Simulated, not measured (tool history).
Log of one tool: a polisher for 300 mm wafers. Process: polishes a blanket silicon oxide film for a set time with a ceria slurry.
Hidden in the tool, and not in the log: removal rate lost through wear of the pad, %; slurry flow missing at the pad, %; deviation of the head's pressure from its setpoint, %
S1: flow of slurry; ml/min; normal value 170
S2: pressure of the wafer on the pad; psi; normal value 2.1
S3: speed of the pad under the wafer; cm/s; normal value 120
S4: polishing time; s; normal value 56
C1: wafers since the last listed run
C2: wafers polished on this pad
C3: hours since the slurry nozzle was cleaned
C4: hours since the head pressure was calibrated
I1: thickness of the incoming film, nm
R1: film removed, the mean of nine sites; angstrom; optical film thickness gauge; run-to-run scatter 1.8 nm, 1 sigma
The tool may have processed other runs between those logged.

run	hour	S1	S2	S3	S4	C1	C2	C3	C4	I1	R1
1	0	170	2.1	120	56	0	834	810.4	734.7	1066.6	2277
2	10.1	170	2.1	120	56	67	902	820.5	744.8	1087.3	2257
3	16.2	170	2.1	120	56	40	942	826.6	750.9	1100	2265
4	31.2	170	2.1	120	65	99	1042	841.6	765.9	1077.6	2619
5	40.2	170	2.1	120	56	59	1102	850.6	774.9	1083.7	2252
6	50	170	2.1	120	56	65	1168	860.4	784.7	1067.7	2258
7	58.2	170	2.1	120	56	54	1222	868.6	792.9	1063	2215
8	72.3	170	2.1	142	50	93	1316	882.7	807	1080	2181
9	90.3	170	2.1	142	50	119	1436	900.7	825	1085.2	2161
# hour 100.4: worn pad replaced by a new one, of another model than before
10	106.7	170	2.1	120	56	82	41	917.1	841.4	1067.5	2319
11	114.5	170	2.1	120	56	51	93	924.9	849.2	1076.6	2321
12	126.4	225	2.1	138	73	79	173	936.8	861.1	1075.3	3543
13	142.5	110	2.1	120	56	107	280	952.9	877.2	1089.2	2017
# hour 161.7: head pressure recalibrated
14	162.2	170	2.1	120	56	117	398	972.6	0.5	1084.2	2328
15	172.9	185	2.5	120	56	71	469	983.3	11.2	1091.5	2652
16	186.8	170	2.1	120	56	92	562	997.2	25.1	1072.5	2277
# hour 199.9: slurry nozzle cleaned
17	200.7	170	1.7	120	61	85	648	0.8	39	1103.8	2151
18	210	170	2.1	120	56	61	710	10.1	48.3	1079.3	2265
19	223.1	170	2.1	120	56	87	797	23.2	61.4	1080.3	2281
20	239	155	2.1	120	56	105	903	39.1	77.3	1085.4	2195
21	255.7	130	2.1	120	64	111	1014	55.8	94	1090.8	2410
22	273.1	200	2.7	120	56	115	1130	73.2	111.4	1078.5	2779

Predict each of these 4 candidate next runs independently; none follows another, all start after run 22:
A	273.5	170	2.1	120	56	2	1133	73.6	111.8	1077.6	?
B	273.5	170	1.6	120	56	2	1133	73.6	111.8	1077.6	?
C	273.5	130	1.9	120	56	2	1133	73.6	111.8	1077.6	?
D	273.5	170	2.1	136	56	2	1133	73.6	111.8	1077.6	?

run	R1
A	2204
B	1798
C	1906
D	2429
Stripped of hidden state, with their random variation kept, the same runs would have yielded:
run	R1
A	2310
B	1885
C	1998
D	2546
